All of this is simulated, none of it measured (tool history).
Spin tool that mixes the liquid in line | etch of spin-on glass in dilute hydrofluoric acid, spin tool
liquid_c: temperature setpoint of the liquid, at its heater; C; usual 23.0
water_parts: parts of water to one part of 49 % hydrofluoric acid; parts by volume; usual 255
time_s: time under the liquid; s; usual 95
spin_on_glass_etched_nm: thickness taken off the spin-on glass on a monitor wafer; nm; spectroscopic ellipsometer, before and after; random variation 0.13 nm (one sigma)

run	hour	liquid_c	water_parts	time_s	wafers since the last listed run	hours since the thermometer was replaced	hours since the hydrofluoric acid flow meter was replaced	hours since the gauge calibration	read-back film thickness of the spin-on glass reference wafer, read on the same gauge (nm)	spin_on_glass_etched_nm
1	0.0	23.0	255	80	0	2935.6	587.1	233.1	70.01	9.87
2	17.9	23.0	255	80	178	2953.5	605.0	251.0	70.02	9.61
3	32.6	23.0	255	80	146	2968.2	619.7	265.7	69.98	9.65
4	40.2	23.0	255	95	75	2975.8	627.3	273.3	69.99	11.61
5	55.4	23.0	255	95	151	2991.0	642.5	288.5	70.00	11.49
6	71.7	23.0	255	95	162	3007.3	658.8	304.8	70.01	11.55
7	85.2	23.0	255	95	134	3020.8	672.3	318.3	69.99	11.40
8	97.3	23.0	255	95	120	3032.9	684.4	330.4	69.97	11.31
9	105.2	19.0	155	95	78	3040.8	692.3	338.3	70.00	18.02
10	123.0	23.0	255	95	177	3058.6	710.1	356.1	70.01	11.32
11	136.7	23.0	255	95	136	3072.3	723.8	369.8	70.01	11.32
# hour 147.2: gauge calibrated
12	150.4	23.0	255	95	136	3086.0	737.5	3.2	70.00	11.27
13	163.4	23.0	255	135	129	3099.0	750.5	16.2	69.97	16.06
14	171.3	23.0	255	135	78	3106.9	758.4	24.1	70.01	16.11
# hour 184.6: hydrofluoric acid flow meter replaced
15	186.3	25.0	255	95	139	3121.9	1.7	39.1	69.99	13.58
16	196.7	25.0	255	95	103	3132.3	12.1	49.5	69.99	13.54
# hour 212.5: thermometer replaced
17	213.0	26.5	255	80	152	0.5	28.4	65.8	69.99	12.24

The next listed run, before its measurement:
18	261.7	21.5	335	95	486	49.2	77.1	114.5	?	?

Run 18 gave read-back film thickness of the spin-on glass reference wafer, read on the same gauge (nm) 70.01, spin_on_glass_etched_nm 8.39 nm.
Without the tool's hidden state the same run would have given spin_on_glass_etched_nm 8.58 nm.

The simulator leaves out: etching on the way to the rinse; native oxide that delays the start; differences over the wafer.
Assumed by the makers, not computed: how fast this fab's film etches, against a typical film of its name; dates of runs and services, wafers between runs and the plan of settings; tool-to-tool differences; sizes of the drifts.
